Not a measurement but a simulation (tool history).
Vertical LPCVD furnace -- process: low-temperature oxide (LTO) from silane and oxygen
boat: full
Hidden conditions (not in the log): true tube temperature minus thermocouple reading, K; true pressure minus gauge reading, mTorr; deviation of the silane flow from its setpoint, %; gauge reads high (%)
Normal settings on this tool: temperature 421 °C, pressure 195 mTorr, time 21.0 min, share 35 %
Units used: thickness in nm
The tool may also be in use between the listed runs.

run	hour	temperature	pressure	time	share	wafers since the last listed run	hours since the last temperature calibration	hours since the pressure gauge was zeroed	hours since the silane flow controller was replaced	hours since the gauge calibration	read-back reference wafer on the same gauge, thickness	thickness
1	0.0	421	195	21.0	35	0	1557.6	4698.8	4418.3	39.7	205.04	194.06
2	24.9	421	195	21.0	35	675	1582.5	4723.7	4443.2	64.6	204.92	193.59
3	57.5	421	195	21.0	35	884	1615.1	4756.3	4475.8	97.2	204.70	193.16
4	74.1	421	225	21.0	35	450	1631.7	4772.9	4492.4	113.8	205.26	223.20
5	86.6	421	195	21.0	35	339	1644.2	4785.4	4504.9	126.3	205.02	193.86
# hour 139.3: pressure gauge zeroed
6	181.0	421	195	21.0	35	1909	1738.6	41.7	4599.3	220.7	205.12	193.80
7	200.7	431	195	21.0	32	534	1758.3	61.4	4619.0	240.4	205.15	191.26
8	215.0	431	195	21.0	32	387	1772.6	75.7	4633.3	254.7	205.07	191.46
9	234.8	421	195	21.0	35	537	1792.4	95.5	4653.1	274.5	205.10	192.94
# hour 261.4: thermocouples replaced and temperature profile calibrated
# hour 280.2: silane flow controller replaced
10	280.7	421	225	24.0	40	83	19.3	141.4	0.5	320.4	205.03	287.47
11	295.6	412	195	21.0	35	404	34.2	156.3	15.4	335.3	204.98	168.81
# hour 312.4: gauge calibrated
12	314.3	421	195	21.0	35	507	52.9	175.0	34.1	1.9	204.98	185.05
13	337.5	412	195	21.0	33	629	76.1	198.2	57.3	25.1	205.09	156.72
14	350.0	421	195	25.5	35	339	88.6	210.7	69.8	37.6	205.06	225.68
15	368.5	421	195	21.0	35	501	107.1	229.2	88.3	56.1	205.17	185.66
16	383.3	421	195	21.0	33	401	121.9	244.0	103.1	70.9	205.05	172.46
17	418.4	426	220	12.5	37	951	157.0	279.1	138.2	106.0	204.99	141.74
18	447.8	429	155	21.0	35	797	186.4	308.5	167.6	135.4	204.95	161.22

3 options for the next run, each taken on its own from the tool as it stands now. Forecast them:
A	451.1	421	195	21.0	35	89	189.7	311.8	170.9	138.7	?	?
B	451.1	421	160	27.5	35	89	189.7	311.8	170.9	138.7	?	?
C	451.1	433	195	21.0	35	89	189.7	311.8	170.9	138.7	?	?

run	read-back reference wafer on the same gauge, thickness	thickness
A	205.05	186.22
B	205.05	200.09
C	205.05	210.70
Stripped of hidden state, with their random variation kept, the same runs would have yielded:
run	thickness
A	183.87
B	197.56
C	208.15
